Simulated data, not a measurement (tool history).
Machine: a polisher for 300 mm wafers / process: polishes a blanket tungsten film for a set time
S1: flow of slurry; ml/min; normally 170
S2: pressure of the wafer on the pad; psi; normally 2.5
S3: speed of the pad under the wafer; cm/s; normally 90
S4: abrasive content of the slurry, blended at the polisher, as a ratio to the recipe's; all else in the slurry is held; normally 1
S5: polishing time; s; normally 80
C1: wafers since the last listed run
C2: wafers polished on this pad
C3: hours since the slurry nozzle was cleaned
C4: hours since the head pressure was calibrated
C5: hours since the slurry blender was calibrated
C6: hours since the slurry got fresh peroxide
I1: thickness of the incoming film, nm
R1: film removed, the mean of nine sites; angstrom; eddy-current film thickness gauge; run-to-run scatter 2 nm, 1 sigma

{"run": 1, "hour": 0.0, "S1": 170, "S2": 2.5, "S3": 90, "S4": 1, "S5": 80, "C1": 0, "C2": 1830, "C3": 229.3, "C4": 375.9, "C5": 43.3, "C6": 27.8, "I1": 627.8, "R1": 1860}
{"hour": 32.2, "done": "head pressure recalibrated"}
{"run": 2, "hour": 47.1, "S1": 170, "S2": 2.5, "S3": 90, "S4": 1, "S5": 70, "C1": 613, "C2": 2443, "C3": 276.4, "C4": 14.9, "C5": 90.4, "C6": 74.9, "I1": 635.5, "R1": 1603}
{"run": 3, "hour": 85.1, "S1": 170, "S2": 1.8, "S3": 90, "S4": 1, "S5": 80, "C1": 516, "C2": 2960, "C3": 314.4, "C4": 52.9, "C5": 128.4, "C6": 112.9, "I1": 634.9, "R1": 1366}
{"hour": 116.2, "done": "slurry nozzle cleaned"}
{"run": 4, "hour": 128.1, "S1": 170, "S2": 2.5, "S3": 90, "S4": 1.1, "S5": 80, "C1": 570, "C2": 3530, "C3": 11.9, "C4": 95.9, "C5": 171.4, "C6": 155.9, "I1": 622.8, "R1": 2036}
{"hour": 161.2, "done": "worn pad replaced by a new one"}
{"run": 5, "hour": 195.4, "S1": 170, "S2": 2.5, "S3": 90, "S4": 1.1, "S5": 80, "C1": 860, "C2": 464, "C3": 79.2, "C4": 163.2, "C5": 238.7, "C6": 223.2, "I1": 626.6, "R1": 1954}
{"hour": 210.7, "done": "slurry blender recalibrated"}
{"hour": 264.5, "done": "slurry tank refilled with fresh slurry and peroxide"}
{"run": 6, "hour": 265.0, "S1": 170, "S2": 2.5, "S3": 90, "S4": 1.1, "S5": 80, "C1": 905, "C2": 1369, "C3": 148.8, "C4": 232.8, "C5": 54.3, "C6": 0.5, "I1": 619.1, "R1": 1925}
{"run": 7, "hour": 305.1, "S1": 155, "S2": 2.5, "S3": 90, "S4": 1, "S5": 80, "C1": 545, "C2": 1914, "C3": 188.9, "C4": 272.9, "C5": 94.4, "C6": 40.6, "I1": 638.5, "R1": 1834}
{"run": 8, "hour": 331.1, "S1": 155, "S2": 2.5, "S3": 90, "S4": 1, "S5": 80, "C1": 353, "C2": 2268, "C3": 214.9, "C4": 298.9, "C5": 120.4, "C6": 66.6, "I1": 639.5, "R1": 1851}
{"run": 9, "hour": 382.7, "S1": 170, "S2": 2.5, "S3": 90, "S4": 1, "S5": 80, "C1": 701, "C2": 2969, "C3": 266.5, "C4": 350.5, "C5": 172, "C6": 118.2, "I1": 627.8, "R1": 1848}
{"hour": 404.8, "done": "head pressure recalibrated"}
{"hour": 436.6, "done": "worn pad replaced by a new one"}
{"run": 10, "hour": 442.2, "S1": 170, "S2": 2.5, "S3": 90, "S4": 1, "S5": 80, "C1": 727, "C2": 76, "C3": 326, "C4": 37.4, "C5": 231.5, "C6": 177.7, "I1": 635.1, "R1": 1827}
{"hour": 492.1, "done": "slurry nozzle cleaned"}
{"hour": 495.3, "done": "slurry tank refilled with fresh slurry and peroxide"}
{"hour": 496.3, "done": "slurry blender recalibrated"}
{"run": 11, "hour": 622.1, "S1": 170, "S2": 2.5, "S3": 90, "S4": 1, "S5": 80, "C1": 2404, "C2": 2480, "C3": 130, "C4": 217.3, "C5": 125.8, "C6": 126.8, "I1": 631, "R1": 1933}
{"run": 12, "hour": 688.7, "S1": 170, "S2": 2.5, "S3": 102, "S4": 1, "S5": 80, "C1": 905, "C2": 3385, "C3": 196.6, "C4": 283.9, "C5": 192.4, "C6": 193.4, "I1": 635.8, "R1": 2163}
{"hour": 739.3, "done": "worn pad replaced by a new one"}
{"hour": 746.7, "done": "slurry blender recalibrated"}
{"run": 13, "hour": 748.4, "S1": 170, "S2": 3.2, "S3": 90, "S4": 0.9, "S5": 92, "C1": 730, "C2": 96, "C3": 256.3, "C4": 343.6, "C5": 1.7, "C6": 253.1, "I1": 624.6, "R1": 2688}
{"hour": 756.7, "done": "slurry tank refilled with fresh slurry and peroxide"}
{"hour": 783.7, "done": "head pressure recalibrated"}
{"hour": 813.4, "done": "slurry nozzle cleaned"}
{"run": 14, "hour": 817.2, "S1": 145, "S2": 2.5, "S3": 90, "S4": 1.1, "S5": 80, "C1": 880, "C2": 977, "C3": 3.8, "C4": 33.5, "C5": 70.5, "C6": 60.5, "I1": 631.1, "R1": 2027}
{"run": 15, "hour": 842.0, "S1": 170, "S2": 2.5, "S3": 90, "S4": 1, "S5": 80, "C1": 337, "C2": 1314, "C3": 28.6, "C4": 58.3, "C5": 95.3, "C6": 85.3, "I1": 616.4, "R1": 2001}
{"run": 16, "hour": 887.0, "S1": 170, "S2": 2.9, "S3": 90, "S4": 1, "S5": 64, "C1": 611, "C2": 1926, "C3": 73.6, "C4": 103.3, "C5": 140.3, "C6": 130.3, "I1": 629.7, "R1": 1810}
{"run": 17, "hour": 922.2, "S1": 170, "S2": 2.5, "S3": 90, "S4": 0.9, "S5": 80, "C1": 478, "C2": 2404, "C3": 108.8, "C4": 138.5, "C5": 175.5, "C6": 165.5, "I1": 633.6, "R1": 1892}
{"run": 18, "hour": 968.8, "S1": 170, "S2": 2.5, "S3": 112, "S4": 1.1, "S5": 88, "C1": 633, "C2": 3038, "C3": 155.4, "C4": 185.1, "C5": 222.1, "C6": 212.1, "I1": 624.2, "R1": 2635}
{"hour": 987.4, "done": "worn pad replaced by a new one"}
{"hour": 998.7, "done": "slurry tank refilled with fresh slurry and peroxide"}
{"run": 19, "hour": 1019.5, "S1": 170, "S2": 3.2, "S3": 90, "S4": 1, "S5": 80, "C1": 621, "C2": 422, "C3": 206.1, "C4": 235.8, "C5": 272.8, "C6": 20.8, "I1": 619.9, "R1": 2380}
{"hour": 1024.8, "done": "slurry blender recalibrated"}
{"run": 20, "hour": 1077.8, "S1": 170, "S2": 2.5, "S3": 90, "S4": 1, "S5": 80, "C1": 765, "C2": 1188, "C3": 264.4, "C4": 294.1, "C5": 53, "C6": 79.1, "I1": 641.3, "R1": 1925}
{"run": 21, "hour": 1124.4, "S1": 125, "S2": 2.5, "S3": 90, "S4": 1, "S5": 80, "C1": 633, "C2": 1821, "C3": 311, "C4": 340.7, "C5": 99.6, "C6": 125.7, "I1": 638, "R1": 1765}
{"hour": 1148.7, "done": "head pressure recalibrated"}
{"run": 22, "hour": 1178.1, "S1": 170, "S2": 2.5, "S3": 90, "S4": 1, "S5": 80, "C1": 702, "C2": 2524, "C3": 364.7, "C4": 29.4, "C5": 153.3, "C6": 179.4, "I1": 626, "R1": 1850}
{"hour": 1196.2, "done": "slurry nozzle cleaned"}
{"run": 23, "hour": 1207.3, "S1": 130, "S2": 2.8, "S3": 120, "S4": 0.7, "S5": 80, "C1": 383, "C2": 2907, "C3": 11.1, "C4": 58.6, "C5": 182.5, "C6": 208.6, "I1": 629.1, "R1": 2582}
{"hour": 1241.2, "done": "worn pad replaced by a new one"}
{"run": 24, "hour": 1278.8, "S1": 170, "S2": 2.5, "S3": 90, "S4": 1, "S5": 101, "C1": 917, "C2": 511, "C3": 82.6, "C4": 130.1, "C5": 254, "C6": 280.1, "I1": 617.4, "R1": 2401}
{"hour": 1282.4, "done": "slurry tank refilled with fresh slurry and peroxide"}
{"hour": 1284.6, "done": "slurry blender recalibrated"}
{"run": 25, "hour": 1328.6, "S1": 170, "S2": 3, "S3": 90, "S4": 1, "S5": 108, "C1": 636, "C2": 1147, "C3": 132.4, "C4": 179.9, "C5": 44, "C6": 46.2, "I1": 625, "R1": 3113}

5 options for the next run, each taken on its own from the tool as it stands now. Forecast them:
{"run": "A", "hour": 1329.0, "S1": 170, "S2": 2.5, "S3": 90, "S4": 1, "S5": 80, "C1": 5, "C2": 1153, "C3": 132.8, "C4": 180.3, "C5": 44.4, "C6": 46.6, "I1": 627.4, "R1": "?"}
{"run": "B", "hour": 1329.0, "S1": 170, "S2": 2.2, "S3": 90, "S4": 0.75, "S5": 53, "C1": 5, "C2": 1153, "C3": 132.8, "C4": 180.3, "C5": 44.4, "C6": 46.6, "I1": 627.4, "R1": "?"}
{"run": "C", "hour": 1329.0, "S1": 225, "S2": 3, "S3": 90, "S4": 1, "S5": 80, "C1": 5, "C2": 1153, "C3": 132.8, "C4": 180.3, "C5": 44.4, "C6": 46.6, "I1": 627.4, "R1": "?"}
{"run": "D", "hour": 1329.0, "S1": 230, "S2": 2.1, "S3": 74, "S4": 1, "S5": 80, "C1": 5, "C2": 1153, "C3": 132.8, "C4": 180.3, "C5": 44.4, "C6": 46.6, "I1": 627.4, "R1": "?"}
{"run": "E", "hour": 1329.0, "S1": 170, "S2": 2.5, "S3": 116, "S4": 1, "S5": 80, "C1": 5, "C2": 1153, "C3": 132.8, "C4": 180.3, "C5": 44.4, "C6": 46.6, "I1": 627.4, "R1": "?"}

run=A R1=1880
run=B R1=1018
run=C R1=2346
run=D R1=1354
run=E R1=2423
What these runs would have given with no unlogged condition in the tool:
run=A R1=1973
run=B R1=1068
run=C R1=2440
run=D R1=1408
run=E R1=2543

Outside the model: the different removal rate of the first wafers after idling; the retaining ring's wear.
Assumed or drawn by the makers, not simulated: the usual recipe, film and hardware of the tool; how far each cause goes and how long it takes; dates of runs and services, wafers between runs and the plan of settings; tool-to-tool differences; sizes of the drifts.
